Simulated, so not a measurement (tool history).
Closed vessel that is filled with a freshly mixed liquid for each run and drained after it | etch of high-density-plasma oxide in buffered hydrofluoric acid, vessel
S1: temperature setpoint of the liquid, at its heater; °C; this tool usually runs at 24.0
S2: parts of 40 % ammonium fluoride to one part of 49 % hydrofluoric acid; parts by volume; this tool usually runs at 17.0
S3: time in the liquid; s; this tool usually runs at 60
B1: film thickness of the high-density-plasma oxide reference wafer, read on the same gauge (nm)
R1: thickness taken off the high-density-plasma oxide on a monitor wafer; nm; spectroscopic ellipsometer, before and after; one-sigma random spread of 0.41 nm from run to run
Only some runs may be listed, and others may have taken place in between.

run,hour,S1,S2,S3,B1,R1
1,0.0,24.0,14.0,60,149.96,79.21
2,50.8,24.0,14.0,60,150.03,78.65
3,79.2,24.0,14.0,60,150.00,80.52
4,149.5,24.0,17.0,50,150.01,54.97
# hour 176.4: gauge calibrated
5,214.7,24.0,17.0,50,150.01,55.15
6,253.7,24.0,17.0,50,149.97,55.91
7,285.9,24.0,17.0,60,149.96,67.43
8,318.0,24.0,17.0,60,149.98,68.17
9,351.7,24.0,17.0,60,150.01,67.40
10,414.2,24.0,17.0,60,149.97,68.51
# hour 492.5: hydrofluoric acid flow meter replaced
# hour 506.2: thermometer replaced
11,556.3,24.0,17.0,60,149.99,59.75
12,597.5,27.0,21.5,60,150.00,58.01
13,655.8,28.5,23.0,75,149.99,75.43
14,687.2,27.5,20.0,85,150.00,89.25
15,751.8,19.0,17.0,30,149.97,23.34
16,779.8,22.0,12.5,45,150.00,56.37
17,847.8,22.0,14.0,60,150.03,67.62
18,885.0,24.0,19.5,70,149.96,63.58
19,914.2,28.5,11.5,35,149.96,67.09
20,969.7,24.0,17.0,60,150.03,62.95
21,1006.7,22.0,12.5,90,150.01,114.53
22,1072.3,28.5,11.5,35,150.02,69.27
23,1266.2,28.5,23.0,75,149.95,80.04
24,1335.4,24.0,23.0,60,150.03,49.55
25,1371.5,24.0,17.0,60,150.05,65.88
26,1398.8,26.5,17.0,60,149.97,75.00
27,1436.9,24.0,17.0,60,149.98,66.39
# hour 1471.9: thermometer replaced
28,1489.9,25.5,19.5,50,150.04,49.77
29,1558.1,24.0,22.5,60,149.97,49.13
30,1617.7,24.0,17.0,60,149.97,63.97

5 options for the next run, each taken on its own from the tool as it stands now. Forecast them:
A,1618.4,24.0,17.0,35,?,?
B,1618.4,24.0,19.0,50,?,?
C,1618.4,26.0,17.0,30,?,?
D,1618.4,22.0,17.0,60,?,?
E,1618.4,24.0,12.5,60,?,?

run,B1,R1
A,149.97,37.18
B,149.97,47.60
C,149.97,35.51
D,149.97,57.12
E,149.97,86.18
Had the tool no hidden state, the same runs would have come out as:
run,R1
A,35.03
B,44.85
C,33.47
D,53.80
E,81.22
